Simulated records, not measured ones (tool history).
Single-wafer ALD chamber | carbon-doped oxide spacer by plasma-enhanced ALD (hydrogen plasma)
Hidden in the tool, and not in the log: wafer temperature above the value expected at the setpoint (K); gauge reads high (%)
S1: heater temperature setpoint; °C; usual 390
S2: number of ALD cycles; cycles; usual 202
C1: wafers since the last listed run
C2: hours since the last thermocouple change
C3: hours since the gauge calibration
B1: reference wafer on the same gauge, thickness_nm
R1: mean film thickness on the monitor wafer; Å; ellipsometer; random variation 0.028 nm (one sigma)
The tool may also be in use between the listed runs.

Run 1, hour 0.0: usual settings; C1 0; C2 1949.9; C3 111.4; B1 9.538. Result: R1 109.23 Å.
Run 2, hour 25.0: usual settings; C1 53; C2 1974.9; C3 136.4; B1 9.528. Result: R1 109.58 Å.
Run 3, hour 55.6: usual settings; C1 65; C2 2005.5; C3 167.0; B1 9.517. Result: R1 109.10 Å.
Run 4, hour 72.6: usual settings but S1 397 °C; C1 36; C2 2022.5; C3 184.0; B1 9.525. Result: R1 109.00 Å.
Run 5, hour 99.9: usual settings; C1 58; C2 2049.8; C3 211.3; B1 9.517. Result: R1 108.68 Å.
Run 6, hour 135.8: usual settings; C1 77; C2 2085.7; C3 247.2; B1 9.508. Result: R1 109.34 Å.
At hour 146.4: gauge calibrated.
Run 7, hour 166.0: usual settings but S1 381 °C; C1 65; C2 2115.9; C3 19.6; B1 9.583. Result: R1 110.01 Å.
Run 8, hour 180.8: usual settings but S1 381 °C; C1 31; C2 2130.7; C3 34.4; B1 9.583. Result: R1 109.96 Å.
Run 9, hour 203.3: usual settings but S2 169 cycles; C1 48; C2 2153.2; C3 56.9; B1 9.563. Result: R1 91.74 Å.
Run 10, hour 258.4: usual settings; C1 118; C2 2208.3; C3 112.0; B1 9.529. Result: R1 109.32 Å.
Run 11, hour 289.0: usual settings but S1 401 °C, S2 165 cycles; C1 65; C2 2238.9; C3 142.6; B1 9.532. Result: R1 88.77 Å.
Run 12, hour 301.3: usual settings; C1 26; C2 2251.2; C3 154.9; B1 9.537. Result: R1 109.11 Å.
At hour 310.7: thermocouple changed; heater temperature recalibrated.
Run 13, hour 321.3: usual settings but S1 401 °C; C1 25; C2 10.6; C3 174.9; B1 9.521. Result: R1 108.89 Å.
At hour 344.5: gauge calibrated.
Run 14, hour 346.2: usual settings but S1 398 °C; C1 53; C2 35.5; C3 1.7; B1 9.592. Result: R1 110.41 Å.
Run 15, hour 363.2: usual settings but S1 378 °C, S2 235 cycles; C1 36; C2 52.5; C3 18.7; B1 9.591. Result: R1 128.07 Å.
Run 16, hour 398.2: usual settings; C1 75; C2 87.5; C3 53.7; B1 9.550. Result: R1 109.34 Å.
Run 17, hour 423.3: usual settings but S1 396 °C, S2 217 cycles; C1 54; C2 112.6; C3 78.8; B1 9.538. Result: R1 117.81 Å.

The tool's hidden state at each run:
wafer temperature above the value expected at the setpoint (K): 0 in every run
H1: gauge reads high (%)
run       H1
  1   -0.718
  2   -0.779
  3    -0.83
  4   -0.851
  5   -0.875
  6   -0.897
  7   -0.135
  8   -0.266
  9   -0.421
 10   -0.651
 11   -0.721
 12   -0.743
 13   -0.771
 14  -0.0142
 15   -0.202
 16   -0.477
 17   -0.608

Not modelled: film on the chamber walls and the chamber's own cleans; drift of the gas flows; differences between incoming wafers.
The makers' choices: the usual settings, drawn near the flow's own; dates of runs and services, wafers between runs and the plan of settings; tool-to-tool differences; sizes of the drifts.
